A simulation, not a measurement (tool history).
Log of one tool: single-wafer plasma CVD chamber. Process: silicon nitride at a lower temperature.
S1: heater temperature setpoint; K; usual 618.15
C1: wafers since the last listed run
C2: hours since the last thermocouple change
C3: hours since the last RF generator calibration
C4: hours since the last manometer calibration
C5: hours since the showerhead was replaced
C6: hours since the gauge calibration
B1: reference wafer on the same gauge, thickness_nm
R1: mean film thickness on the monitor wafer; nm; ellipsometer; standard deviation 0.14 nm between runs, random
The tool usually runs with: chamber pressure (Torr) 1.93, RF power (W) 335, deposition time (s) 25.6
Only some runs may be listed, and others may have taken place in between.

{"run": 1, "hour": 0.0, "S1": 611.15, "chamber pressure (Torr)": 1.93, "RF power (W)": 335, "deposition time (s)": 25.6, "C1": 0, "C2": 1610.9, "C3": 980.4, "C4": 2108.2, "C5": 4793.5, "C6": 3231.7, "B1": 40.512, "R1": 34.538}
{"run": 2, "hour": 94.1, "S1": 612.15, "chamber pressure (Torr)": 1.93, "RF power (W)": 315, "deposition time (s)": 25.6, "C1": 2900, "C2": 1705.0, "C3": 1074.5, "C4": 2202.3, "C5": 4887.6, "C6": 3325.8, "B1": 40.506, "R1": 33.327}
{"run": 3, "hour": 137.1, "S1": 612.15, "chamber pressure (Torr)": 1.93, "RF power (W)": 315, "deposition time (s)": 25.6, "C1": 1325, "C2": 1748.0, "C3": 1117.5, "C4": 2245.3, "C5": 4930.6, "C6": 3368.8, "B1": 40.493, "R1": 32.9}
{"run": 4, "hour": 210.3, "S1": 618.15, "chamber pressure (Torr)": 1.93, "RF power (W)": 335, "deposition time (s)": 27.7, "C1": 2256, "C2": 1821.2, "C3": 1190.7, "C4": 2318.5, "C5": 5003.8, "C6": 3442.0, "B1": 40.499, "R1": 37.104}
{"hour": 238.2, "done": "RF generator calibrated"}
{"run": 5, "hour": 275.4, "S1": 618.15, "chamber pressure (Torr)": 1.93, "RF power (W)": 335, "deposition time (s)": 22.4, "C1": 1759, "C2": 1886.3, "C3": 37.2, "C4": 2383.6, "C5": 5068.9, "C6": 3507.1, "B1": 40.513, "R1": 30.777}
{"run": 6, "hour": 374.0, "S1": 618.15, "chamber pressure (Torr)": 1.93, "RF power (W)": 335, "deposition time (s)": 24.2, "C1": 3039, "C2": 1984.9, "C3": 135.8, "C4": 2482.2, "C5": 5167.5, "C6": 3605.7, "B1": 40.537, "R1": 33.302}
{"run": 7, "hour": 467.7, "S1": 618.15, "chamber pressure (Torr)": 1.93, "RF power (W)": 335, "deposition time (s)": 24.2, "C1": 2887, "C2": 2078.6, "C3": 229.5, "C4": 2575.9, "C5": 5261.2, "C6": 3699.4, "B1": 40.53, "R1": 33.528}
{"run": 8, "hour": 523.5, "S1": 623.15, "chamber pressure (Torr)": 1.93, "RF power (W)": 290, "deposition time (s)": 25.6, "C1": 1719, "C2": 2134.4, "C3": 285.3, "C4": 2631.7, "C5": 5317.0, "C6": 3755.2, "B1": 40.468, "R1": 32.039}
{"run": 9, "hour": 601.9, "S1": 630.15, "chamber pressure (Torr)": 2.27, "RF power (W)": 360, "deposition time (s)": 25.6, "C1": 2416, "C2": 2212.8, "C3": 363.7, "C4": 2710.1, "C5": 5395.4, "C6": 3833.6, "B1": 40.509, "R1": 37.298}
{"run": 10, "hour": 688.5, "S1": 625.15, "chamber pressure (Torr)": 2.31, "RF power (W)": 335, "deposition time (s)": 22.6, "C1": 2669, "C2": 2299.4, "C3": 450.3, "C4": 2796.7, "C5": 5482.0, "C6": 3920.2, "B1": 40.493, "R1": 32.141}
{"hour": 755.2, "done": "gauge calibrated"}
{"hour": 766.6, "done": "showerhead replaced"}
{"run": 11, "hour": 793.9, "S1": 618.15, "chamber pressure (Torr)": 1.93, "RF power (W)": 335, "deposition time (s)": 25.6, "C1": 3002, "C2": 2404.8, "C3": 555.7, "C4": 2902.1, "C5": 27.3, "C6": 38.7, "B1": 40.459, "R1": 34.658}
{"run": 12, "hour": 871.9, "S1": 604.15, "chamber pressure (Torr)": 1.93, "RF power (W)": 270, "deposition time (s)": 25.6, "C1": 2404, "C2": 2482.8, "C3": 633.7, "C4": 2980.1, "C5": 105.3, "C6": 116.7, "B1": 40.489, "R1": 30.435}
{"run": 13, "hour": 945.8, "S1": 618.15, "chamber pressure (Torr)": 1.93, "RF power (W)": 335, "deposition time (s)": 28.6, "C1": 2277, "C2": 2556.7, "C3": 707.6, "C4": 3054.0, "C5": 179.2, "C6": 190.6, "B1": 40.543, "R1": 38.649}
{"run": 14, "hour": 1050.3, "S1": 625.15, "chamber pressure (Torr)": 1.93, "RF power (W)": 335, "deposition time (s)": 23.6, "C1": 3220, "C2": 2661.2, "C3": 812.1, "C4": 3158.5, "C5": 283.7, "C6": 295.1, "B1": 40.51, "R1": 32.034}
{"hour": 1074.1, "done": "capacitance manometer re-zeroed and calibrated"}
{"hour": 1087.5, "done": "thermocouple changed; heater temperature recalibrated"}
{"run": 15, "hour": 1139.7, "S1": 618.15, "chamber pressure (Torr)": 1.93, "RF power (W)": 335, "deposition time (s)": 25.6, "C1": 2262, "C2": 52.2, "C3": 901.5, "C4": 65.6, "C5": 373.1, "C6": 384.5, "B1": 40.501, "R1": 34.394}
{"run": 16, "hour": 1202.4, "S1": 623.15, "chamber pressure (Torr)": 1.93, "RF power (W)": 335, "deposition time (s)": 25.6, "C1": 1932, "C2": 114.9, "C3": 964.2, "C4": 128.3, "C5": 435.8, "C6": 447.2, "B1": 40.469, "R1": 34.441}
{"run": 17, "hour": 1252.8, "S1": 618.15, "chamber pressure (Torr)": 1.93, "RF power (W)": 335, "deposition time (s)": 24.3, "C1": 1553, "C2": 165.3, "C3": 1014.6, "C4": 178.7, "C5": 486.2, "C6": 497.6, "B1": 40.491, "R1": 32.589}
{"hour": 1270.2, "done": "RF generator calibrated"}
{"run": 18, "hour": 1318.2, "S1": 618.15, "chamber pressure (Torr)": 1.93, "RF power (W)": 335, "deposition time (s)": 25.6, "C1": 1769, "C2": 230.7, "C3": 48.0, "C4": 244.1, "C5": 551.6, "C6": 563.0, "B1": 40.51, "R1": 35.319}
{"run": 19, "hour": 1399.6, "S1": 628.15, "chamber pressure (Torr)": 1.93, "RF power (W)": 335, "deposition time (s)": 25.6, "C1": 2508, "C2": 312.1, "C3": 129.4, "C4": 325.5, "C5": 633.0, "C6": 644.4, "B1": 40.495, "R1": 35.269}
{"run": 20, "hour": 1440.6, "S1": 614.15, "chamber pressure (Torr)": 1.93, "RF power (W)": 400, "deposition time (s)": 21.9, "C1": 1263, "C2": 353.1, "C3": 170.4, "C4": 366.5, "C5": 674.0, "C6": 685.4, "B1": 40.468, "R1": 33.834}
{"run": 21, "hour": 1637.9, "S1": 618.15, "chamber pressure (Torr)": 1.93, "RF power (W)": 335, "deposition time (s)": 25.6, "C1": 6081, "C2": 550.4, "C3": 367.7, "C4": 563.8, "C5": 871.3, "C6": 882.7, "B1": 40.504, "R1": 35.155}
{"run": 22, "hour": 1676.1, "S1": 618.15, "chamber pressure (Torr)": 2.36, "RF power (W)": 335, "deposition time (s)": 25.6, "C1": 1177, "C2": 588.6, "C3": 405.9, "C4": 602.0, "C5": 909.5, "C6": 920.9, "B1": 40.489, "R1": 36.581}
{"run": 23, "hour": 1779.9, "S1": 618.15, "chamber pressure (Torr)": 1.57, "RF power (W)": 270, "deposition time (s)": 21.6, "C1": 3199, "C2": 692.4, "C3": 509.7, "C4": 705.8, "C5": 1013.3, "C6": 1024.7, "B1": 40.519, "R1": 24.696}
{"run": 24, "hour": 1852.0, "S1": 611.15, "chamber pressure (Torr)": 1.78, "RF power (W)": 310, "deposition time (s)": 21.6, "C1": 2222, "C2": 764.5, "C3": 581.8, "C4": 777.9, "C5": 1085.4, "C6": 1096.8, "B1": 40.466, "R1": 27.712}
{"run": 25, "hour": 1923.5, "S1": 633.15, "chamber pressure (Torr)": 1.76, "RF power (W)": 370, "deposition time (s)": 23.6, "C1": 2203, "C2": 836.0, "C3": 653.3, "C4": 849.4, "C5": 1156.9, "C6": 1168.3, "B1": 40.491, "R1": 33.294}
{"run": 26, "hour": 2025.3, "S1": 606.15, "chamber pressure (Torr)": 1.93, "RF power (W)": 335, "deposition time (s)": 27.0, "C1": 3137, "C2": 937.8, "C3": 755.1, "C4": 951.2, "C5": 1258.7, "C6": 1270.1, "B1": 40.518, "R1": 36.817}
{"run": 27, "hour": 2114.7, "S1": 618.15, "chamber pressure (Torr)": 1.93, "RF power (W)": 375, "deposition time (s)": 23.3, "C1": 2755, "C2": 1027.2, "C3": 844.5, "C4": 1040.6, "C5": 1348.1, "C6": 1359.5, "B1": 40.475, "R1": 33.835}
{"run": 28, "hour": 2171.3, "S1": 614.15, "chamber pressure (Torr)": 1.78, "RF power (W)": 315, "deposition time (s)": 28.2, "C1": 1744, "C2": 1083.8, "C3": 901.1, "C4": 1097.2, "C5": 1404.7, "C6": 1416.1, "B1": 40.505, "R1": 36.053}

Measured result minus the same run's result without the hidden state. Both carry the same run-to-run variation, though not necessarily the same gauge scatter:
Hidden state at play: wafer temperature above the value expected at the setpoint (K); delivered RF power above the setpoint (%); true pressure above the setpoint (%); gauge reads high (%).
run=1 R1=-1.203
run=2 R1=-1.289
run=3 R1=-1.324
run=4 R1=-1.572
run=5 R1=-0.168
run=6 R1=-0.287
run=7 R1=-0.393
run=8 R1=-0.461
run=9 R1=-0.596
run=10 R1=-0.617
run=11 R1=-0.791
run=12 R1=-0.837
run=13 R1=-1.087
run=14 R1=-1.019
run=15 R1=-1.203
run=16 R1=-1.282
run=17 R1=-1.272
run=18 R1=-0.100
run=19 R1=-0.190
run=20 R1=-0.213
run=21 R1=-0.464
run=22 R1=-0.530
run=23 R1=-0.481
run=24 R1=-0.580
run=25 R1=-0.747
run=26 R1=-0.977
run=27 R1=-0.976
run=28 R1=-1.155
